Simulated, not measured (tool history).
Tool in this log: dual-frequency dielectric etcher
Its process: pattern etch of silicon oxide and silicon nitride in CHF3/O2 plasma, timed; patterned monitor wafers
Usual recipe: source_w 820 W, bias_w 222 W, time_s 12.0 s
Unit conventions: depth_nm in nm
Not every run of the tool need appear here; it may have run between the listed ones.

run	day	source_w	bias_w	time_s	wafers since the last listed run	hours since the last wet clean	hours since the last source power generator calibration	hours since the last bias power generator calibration	hours since the last upper electrode change	hours since the gauge calibration	read-back reference wafer on the same gauge, depth_nm	depth_nm
1	0.000	820	222	12.0	0	204.2	2386.2	217.8	133.5	57.1	23.00	22.84
2	1.967	820	222	12.0	651	251.4	2433.4	265.0	180.7	104.3	23.01	22.92
3	4.038	880	222	14.5	685	301.1	2483.1	314.7	230.4	154.0	23.03	28.21
4	8.017	820	222	12.0	1317	396.6	2578.6	410.2	325.9	249.5	23.01	22.91
# day 10.350: source power generator calibrated
5	12.121	820	222	13.0	1303	495.1	42.5	508.7	424.4	348.0	23.01	24.58
# day 14.283: wet clean of the chamber
6	14.304	820	222	13.0	391	0.5	94.9	561.1	476.8	400.4	22.99	24.56
7	15.896	890	199	12.0	527	38.7	133.1	599.3	515.0	438.6	23.01	22.55
8	18.696	980	182	14.0	927	105.9	200.3	666.5	582.2	505.8	23.00	26.30
9	22.846	820	261	14.0	1374	205.5	299.9	766.1	681.8	605.4	23.00	27.80
10	27.112	820	222	11.0	1412	307.9	402.3	868.5	784.2	707.8	23.02	20.82
11	31.496	820	222	14.0	1451	413.1	507.5	973.7	889.4	813.0	23.00	26.63
12	34.017	820	222	12.0	834	473.6	568.0	1034.2	949.9	873.5	23.01	22.77
13	36.125	820	264	12.0	698	524.2	618.6	1084.8	1000.5	924.1	23.01	23.97
# day 38.208: wet clean of the chamber
14	38.725	670	222	12.0	529	12.4	681.0	1147.2	1062.9	986.5	23.00	21.90
15	42.254	820	222	12.0	1168	97.1	765.7	1231.9	1147.6	1071.2	23.01	22.89
16	44.025	820	173	12.0	586	139.6	808.2	1274.4	1190.1	1113.7	22.98	21.45
17	47.833	900	222	14.0	1261	231.0	899.6	1365.8	1281.5	1205.1	23.00	27.14
18	51.275	820	208	14.5	1139	313.6	982.2	1448.4	1364.1	1287.7	23.02	27.07
19	54.046	820	222	10.0	917	380.1	1048.7	1514.9	1430.6	1354.2	22.99	18.99
20	57.033	890	172	12.0	989	451.8	1120.4	1586.6	1502.3	1425.9	23.02	21.95
# day 61.175: wet clean of the chamber
21	61.196	1010	258	9.0	1047	0.5	1220.3	1686.5	1602.2	1525.8	23.01	18.87
22	64.700	940	254	13.5	1160	84.6	1304.4	1770.6	1686.3	1609.9	23.01	27.43

Run 23, settings as shown, results not yet in. Your forecast:
23	67.879	630	222	9.5	1052	160.9	1380.7	1846.9	1762.6	1686.2	?	?

Logged for run 23: read-back reference wafer on the same gauge, depth_nm 23.00, depth_nm 17.18 nm.
With no hidden state in the tool, this same run would have given depth_nm 16.94 nm.
